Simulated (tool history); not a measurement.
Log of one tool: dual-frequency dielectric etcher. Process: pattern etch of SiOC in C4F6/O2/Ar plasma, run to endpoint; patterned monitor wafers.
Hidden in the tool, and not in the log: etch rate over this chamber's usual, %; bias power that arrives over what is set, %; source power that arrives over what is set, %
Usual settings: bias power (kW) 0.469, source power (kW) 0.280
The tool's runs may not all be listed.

run    hour  bias power (kW)  source power (kW)  wafers since the last listed run  hours since the last wet clean  hours since the last bias power generator calibration  hours since the last source power generator calibration  hours since the last upper electrode change  incoming incoming film thickness, nm  endpoint time (s)
  1     0.0            0.469              0.280                                 0                           176.1                                                 2668.4                                                   2981.4                                       3041.8                                 30.82               10.9
  2    66.8            0.469              0.280                              1516                           242.9                                                 2735.2                                                   3048.2                                       3108.6                                 30.78               10.9
  3   108.8            0.469              0.280                               953                           284.9                                                 2777.2                                                   3090.2                                       3150.6                                 31.02               11.0
  4   158.4            0.469              0.280                              1125                           334.5                                                 2826.8                                                   3139.8                                       3200.2                                 30.78               10.8
      190.9  -- bias power generator calibrated
  5   222.8            0.469              0.280                              1371                           398.9                                                   31.9                                                   3204.2                                       3264.6                                 31.13               11.0
      320.3  -- wet clean of the chamber, repeated, since the last time left the tool worse
  6   320.8            0.469              0.220                              1679                             0.5                                                  129.9                                                   3302.2                                       3362.6                                 30.75               12.3
  7   339.3            0.469              0.280                               419                            19.0                                                  148.4                                                   3320.7                                       3381.1                                 31.17               11.6
  8   433.6            0.469              0.280                              2140                           113.3                                                  242.7                                                   3415.0                                       3475.4                                 31.18               11.6
  9   523.0            0.469              0.250                              2029                           202.7                                                  332.1                                                   3504.4                                       3564.8                                 31.05               12.0
 10   575.7            0.469              0.250                              1196                           255.4                                                  384.8                                                   3557.1                                       3617.5                                 31.26               12.0
 11   618.8            0.469              0.250                               978                           298.5                                                  427.9                                                   3600.2                                       3660.6                                 30.97               11.8
 12   707.4            0.500              0.240                              2011                           387.1                                                  516.5                                                   3688.8                                       3749.2                                 30.89               11.9
 13   764.0            0.360              0.260                              1284                           443.7                                                  573.1                                                   3745.4                                       3805.8                                 31.18               12.9
 14   813.4            0.469              0.280                              1121                           493.1                                                  622.5                                                   3794.8                                       3855.2                                 31.01               11.4
 15   875.3            0.469              0.280                              1405                           555.0                                                  684.4                                                   3856.7                                       3917.1                                 31.15               11.5
 16   971.8            0.469              0.280                              2190                           651.5                                                  780.9                                                   3953.2                                       4013.6                                 30.98               11.4
      996.6  -- wet clean of the chamber
 17  1016.0            0.513              0.340                               458                            19.4                                                  825.1                                                   3997.4                                       4057.8                                 31.04               10.6
 18  1113.2            0.526              0.310                              2206                           116.6                                                  922.3                                                   4094.6                                       4155.0                                 30.81               10.9
 19  1207.1            0.376              0.330                              2131                           210.5                                                 1016.2                                                   4188.5                                       4248.9                                 30.85               11.9
     1219.1  -- source power generator calibrated
     1258.6  -- upper electrode replaced
 20  1359.9            0.547              0.320                              2832                           363.3                                                 1169.0                                                    140.8                                        101.3                                 31.18               10.6
 21  1438.7            0.469              0.280                              1788                           442.1                                                 1247.8                                                    219.6                                        180.1                                 31.00               11.5
 22  1539.5            0.469              0.280                              2288                           542.9                                                 1348.6                                                    320.4                                        280.9                                 31.17               11.6
 23  1614.0            0.545              0.310                              1691                           617.4                                                 1423.1                                                    394.9                                        355.4                                 31.01               10.6
 24  1650.3            0.359              0.210                               824                           653.7                                                 1459.4                                                    431.2                                        391.7                                 30.79               13.6
 25  1741.7            0.359              0.240                              2074                           745.1                                                 1550.8                                                    522.6                                        483.1                                 31.01               13.0
     1828.0  -- wet clean of the chamber
 26  1835.0            0.424              0.280                              1573                             7.0                                                 1644.1                                                    615.9                                        576.4                                 31.22               12.1
 27  1929.1            0.361              0.310                              2136                           101.1                                                 1738.2                                                    710.0                                        670.5                                 31.06               12.4
 28  1999.0            0.366              0.280                              1586                           171.0                                                 1808.1                                                    779.9                                        740.4                                 30.86               12.6
 29  2231.6            0.513              0.340                              5280                           403.6                                                 2040.7                                                   1012.5                                        973.0                                 31.06               10.4
 30  2309.8            0.522              0.320                              1775                           481.8                                                 2118.9                                                   1090.7                                       1051.2                                 31.05               10.7
 31  2352.8            0.469              0.280                               976                           524.8                                                 2161.9                                                   1133.7                                       1094.2                                 31.46               11.6
 32  2428.1            0.364              0.300                              1709                           600.1                                                 2237.2                                                   1209.0                                       1169.5                                 30.86               12.2
 33  2482.4            0.469              0.280                              1232                           654.4                                                 2291.5                                                   1263.3                                       1223.8                                 31.12               11.5
 34  2526.7            0.469              0.280                              1005                           698.7                                                 2335.8                                                   1307.6                                       1268.1                                 31.15               11.4

5 ways to go on from here, each from the tool as it stands after run 34. What would each give?
  A  2527.1            0.469              0.280                                 9                           699.1                                                 2336.2                                                   1308.0                                       1268.5                                 31.03                  ?
  B  2527.1            0.576              0.260                                 9                           699.1                                                 2336.2                                                   1308.0                                       1268.5                                 31.03                  ?
  C  2527.1            0.380              0.330                                 9                           699.1                                                 2336.2                                                   1308.0                                       1268.5                                 31.03                  ?
  D  2527.1            0.469              0.340                                 9                           699.1                                                 2336.2                                                   1308.0                                       1268.5                                 31.03                  ?
  E  2527.1            0.420              0.260                                 9                           699.1                                                 2336.2                                                   1308.0                                       1268.5                                 31.03                  ?

run  endpoint time (s)
  A               11.4
  B               10.8
  C               11.7
  D               10.8
  E               12.1
Without the tool's hidden state the same runs would have given:
run  endpoint time (s)
  A               11.7
  B               11.1
  C               12.0
  D               11.0
  E               12.4
